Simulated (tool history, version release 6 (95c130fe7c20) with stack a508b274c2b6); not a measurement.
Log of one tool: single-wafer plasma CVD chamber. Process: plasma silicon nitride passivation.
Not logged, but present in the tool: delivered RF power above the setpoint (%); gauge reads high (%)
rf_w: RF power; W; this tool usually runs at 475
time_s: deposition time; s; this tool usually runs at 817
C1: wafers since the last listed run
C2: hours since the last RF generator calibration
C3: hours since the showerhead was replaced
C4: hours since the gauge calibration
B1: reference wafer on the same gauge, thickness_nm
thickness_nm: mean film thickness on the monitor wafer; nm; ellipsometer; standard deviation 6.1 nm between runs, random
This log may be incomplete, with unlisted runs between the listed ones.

Run 1, hour 0: usual settings but rf_w 500 W, time_s 927 s; C1 0; C2 924.3; C3 1642.5; C4 350.7; B1 1210.125. Result: thickness_nm 1499.947 nm.
Run 2, hour 21.5: usual settings but rf_w 500 W, time_s 927 s; C1 56; C2 945.8; C3 1664; C4 372.2; B1 1208.555. Result: thickness_nm 1503.578 nm.
Run 3, hour 47.1: usual settings but time_s 755 s; C1 67; C2 971.4; C3 1689.6; C4 397.8; B1 1209.889. Result: thickness_nm 1206.822 nm.
Run 4, hour 76.2: usual settings but time_s 755 s; C1 76; C2 1000.5; C3 1718.7; C4 426.9; B1 1208.885. Result: thickness_nm 1209.45 nm.
Run 5, hour 101.7: usual settings but time_s 755 s; C1 67; C2 1026; C3 1744.2; C4 452.4; B1 1209.052. Result: thickness_nm 1207.932 nm.
Run 6, hour 123.6: usual settings but rf_w 445 W, time_s 855 s; C1 57; C2 1047.9; C3 1766.1; C4 474.3; B1 1210.812. Result: thickness_nm 1343.93 nm.
Run 7, hour 153.4: usual settings but rf_w 445 W, time_s 855 s; C1 78; C2 1077.7; C3 1795.9; C4 504.1; B1 1210.601. Result: thickness_nm 1333.685 nm.
Run 8, hour 180: usual settings but rf_w 445 W, time_s 855 s; C1 70; C2 1104.3; C3 1822.5; C4 530.7; B1 1210.45. Result: thickness_nm 1347.57 nm.
Run 9, hour 208.3: usual settings but time_s 753 s; C1 74; C2 1132.6; C3 1850.8; C4 559; B1 1208.972. Result: thickness_nm 1200.934 nm.
Run 10, hour 240: usual settings but time_s 753 s; C1 83; C2 1164.3; C3 1882.5; C4 590.7; B1 1209.467. Result: thickness_nm 1198.554 nm.
Run 11, hour 266.6: usual settings but rf_w 450 W; C1 70; C2 1190.9; C3 1909.1; C4 617.3; B1 1209.484. Result: thickness_nm 1285.476 nm.
Run 12, hour 290: usual settings but rf_w 450 W; C1 61; C2 1214.3; C3 1932.5; C4 640.7; B1 1209.67. Result: thickness_nm 1273.38 nm.
Run 13, hour 377.7: usual settings but rf_w 450 W; C1 231; C2 1302; C3 2020.2; C4 728.4; B1 1210.977. Result: thickness_nm 1292.261 nm.
Run 14, hour 402.7: usual settings; C1 66; C2 1327; C3 2045.2; C4 753.4; B1 1209.906. Result: thickness_nm 1301.423 nm.
Run 15, hour 433.6: usual settings; C1 81; C2 1357.9; C3 2076.1; C4 784.3; B1 1209.252. Result: thickness_nm 1309.484 nm.
Run 16, hour 464.4: usual settings; C1 81; C2 1388.7; C3 2106.9; C4 815.1; B1 1210.246. Result: thickness_nm 1299.858 nm.
Run 17, hour 483.3: usual settings but rf_w 505 W, time_s 772 s; C1 49; C2 1407.6; C3 2125.8; C4 834; B1 1209.963. Result: thickness_nm 1250.889 nm.
Run 18, hour 518.7: usual settings but rf_w 505 W, time_s 772 s; C1 93; C2 1443; C3 2161.2; C4 869.4; B1 1211.06. Result: thickness_nm 1252.197 nm.
Run 19, hour 544.3: usual settings; C1 67; C2 1468.6; C3 2186.8; C4 895; B1 1210.869. Result: thickness_nm 1303.671 nm.
Run 20, hour 562.4: usual settings but rf_w 450 W, time_s 891 s; C1 47; C2 1486.7; C3 2204.9; C4 913.1; B1 1210.26. Result: thickness_nm 1398.393 nm.
At hour 595.6: showerhead replaced.
Run 21, hour 596.1: usual settings but rf_w 550 W; C1 67; C2 1520.4; C3 0.5; C4 946.8; B1 1211.58. Result: thickness_nm 1350.481 nm.
Run 22, hour 620.1: usual settings but rf_w 555 W, time_s 968 s; C1 63; C2 1544.4; C3 24.5; C4 970.8; B1 1210.411. Result: thickness_nm 1616.364 nm.
Run 23, hour 636.2: usual settings; C1 42; C2 1560.5; C3 40.6; C4 986.9; B1 1210.626. Result: thickness_nm 1304.455 nm.
Run 24, hour 666.5: usual settings but rf_w 500 W, time_s 913 s; C1 80; C2 1590.8; C3 70.9; C4 1017.2; B1 1210.623. Result: thickness_nm 1483.47 nm.
Run 25, hour 680.7: usual settings but rf_w 515 W, time_s 951 s; C1 37; C2 1605; C3 85.1; C4 1031.4; B1 1209.586. Result: thickness_nm 1548.884 nm.
Run 26, hour 714.3: usual settings but rf_w 450 W, time_s 714 s; C1 88; C2 1638.6; C3 118.7; C4 1065; B1 1210.065. Result: thickness_nm 1127.388 nm.
At hour 748.9: RF generator calibrated.
Run 27, hour 749.4: usual settings but rf_w 540 W, time_s 910 s; C1 71; C2 0.5; C3 153.8; C4 1100.1; B1 1210.242. Result: thickness_nm 1506.576 nm.
Run 28, hour 774.9: usual settings; C1 67; C2 26; C3 179.3; C4 1125.6; B1 1209.498. Result: thickness_nm 1298.046 nm.
Run 29, hour 797.1: usual settings; C1 58; C2 48.2; C3 201.5; C4 1147.8; B1 1211.165. Result: thickness_nm 1305.701 nm.
Run 30, hour 897.5: usual settings; C1 265; C2 148.6; C3 301.9; C4 1248.2; B1 1210.803. Result: thickness_nm 1298.204 nm.
Run 31, hour 919.3: usual settings but rf_w 565 W, time_s 666 s; C1 57; C2 170.4; C3 323.7; C4 1270; B1 1209.875. Result: thickness_nm 1119.962 nm.
At hour 924.2: gauge calibrated.
Run 32, hour 934.5: usual settings; C1 40; C2 185.6; C3 338.9; C4 10.3; B1 1209.524. Result: thickness_nm 1306.437 nm.
Run 33, hour 968.4: usual settings but rf_w 440 W, time_s 735 s; C1 89; C2 219.5; C3 372.8; C4 44.2; B1 1210.111. Result: thickness_nm 1141.646 nm.
Run 34, hour 990.3: usual settings but rf_w 395 W, time_s 719 s; C1 57; C2 241.4; C3 394.7; C4 66.1; B1 1209.074. Result: thickness_nm 1094.078 nm.
Run 35, hour 1018.7: usual settings but time_s 685 s; C1 75; C2 269.8; C3 423.1; C4 94.5; B1 1210.023. Result: thickness_nm 1088.249 nm.
Run 36, hour 1041.9: usual settings but rf_w 415 W, time_s 928 s; C1 61; C2 293; C3 446.3; C4 117.7; B1 1210.125. Result: thickness_nm 1417.489 nm.
Run 37, hour 1057.4: usual settings but rf_w 445 W, time_s 855 s; C1 40; C2 308.5; C3 461.8; C4 133.2; B1 1210.583. Result: thickness_nm 1340.112 nm.
Run 38, hour 1094.6: usual settings; C1 98; C2 345.7; C3 499; C4 170.4; B1 1210.737. Result: thickness_nm 1309.136 nm.
Run 39, hour 1121.3: usual settings but rf_w 555 W, time_s 967 s; C1 70; C2 372.4; C3 525.7; C4 197.1; B1 1208.547. Result: thickness_nm 1623.529 nm.
Run 40, hour 1152.9: usual settings; C1 83; C2 404; C3 557.3; C4 228.7; B1 1209.9. Result: thickness_nm 1294.885 nm.
Run 41, hour 1185.8: usual settings; C1 86; C2 436.9; C3 590.2; C4 261.6; B1 1210.928. Result: thickness_nm 1302.69 nm.
Run 42, hour 1199.6: usual settings but rf_w 560 W, time_s 961 s; C1 36; C2 450.7; C3 604; C4 275.4; B1 1211.104. Result: thickness_nm 1615.036 nm.
Run 43, hour 1222.6: usual settings but time_s 699 s; C1 60; C2 473.7; C3 627; C4 298.4; B1 1210.211. Result: thickness_nm 1116.041 nm.

Exercise: give the hidden state of the tool at every run:
delivered RF power above the setpoint (%): 0 on each run
gauge reads high (%): 0 on each run
